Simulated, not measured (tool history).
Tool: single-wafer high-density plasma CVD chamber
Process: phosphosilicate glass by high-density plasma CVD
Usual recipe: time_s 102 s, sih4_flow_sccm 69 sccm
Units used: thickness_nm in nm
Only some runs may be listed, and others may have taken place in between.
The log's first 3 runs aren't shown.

run    hour  time_s  sih4_flow_sccm  wafers since the last listed run  hours since the silane flow controller was replaced  hours since the gauge calibration  read-back reference wafer on the same gauge, thickness_nm  thickness_nm
  4     255     102              62                               675                                               4162.2                             1937.9                                                    628.462       611.785
  5   361.1     102              62                               764                                               4268.3                               2044                                                    628.602       609.747
  6     645     102              62                              2044                                               4552.2                             2327.9                                                    629.723       616.481
  7   751.7     102              69                               768                                               4658.9                             2434.6                                                    630.143       680.319
  8   805.4     102              69                               386                                               4712.6                             2488.3                                                    630.425       686.248
  9   846.8     102              69                               298                                                 4754                             2529.7                                                    630.894       679.108
 10     933     102              69                               620                                               4840.2                             2615.9                                                    631.409       680.372
 11  1009.7     102              69                               552                                               4916.9                             2692.6                                                    630.923       680.672
     1065.7  -- silane flow controller replaced
 12  1112.3     102              69                               681                                                 46.6                             2795.2                                                    631.468       685.423
 13  1158.5     102              75                               332                                                 92.8                             2841.4                                                    632.498       745.578
 14    1263     102              75                               752                                                197.3                             2945.9                                                    631.344       743.595
 15  1308.8     102              69                               329                                                243.1                             2991.7                                                    632.505       684.117
 16  1404.7     102              69                               690                                                  339                             3087.6                                                    633.091       682.751
     1417.4  -- gauge calibrated
 17  1454.5     102              75                               358                                                388.8                               37.1                                                    620.529        730.48
 18  1519.9      89              80                               471                                                454.2                              102.5                                                     620.99       675.348
 19  1674.2     112              80                              1111                                                608.5                              256.8                                                    621.389       855.737
 20  1744.7     102              78                               507                                                  679                              327.3                                                    621.358        756.74
 21  1843.9     102              56                               714                                                778.2                              426.5                                                    621.538       543.962
 22  1932.9     121              56                               640                                                867.2                              515.5                                                    621.595       647.229
 23  2035.3     114              69                               737                                                969.6                              617.9                                                    622.119       753.992
 24  2074.6      92              59                               283                                               1008.9                              657.2                                                    622.353       522.399
 25  2112.1      95              60                               270                                               1046.4                              694.7                                                    622.069       544.153
 26    2205     118              81                               669                                               1139.3                              787.6                                                    623.461       918.625

Run 27, settings as shown, results not yet in. Your forecast:
 27  2248.6     119              78                               314                                               1182.9                              831.2                                                          ?             ?

Logged for run 27: read-back reference wafer on the same gauge, thickness_nm 622.23, thickness_nm 893.125 nm.
Take away the tool's hidden state, keep the run-to-run variation as it was, and the same run would have given thickness_nm 889.945 nm.
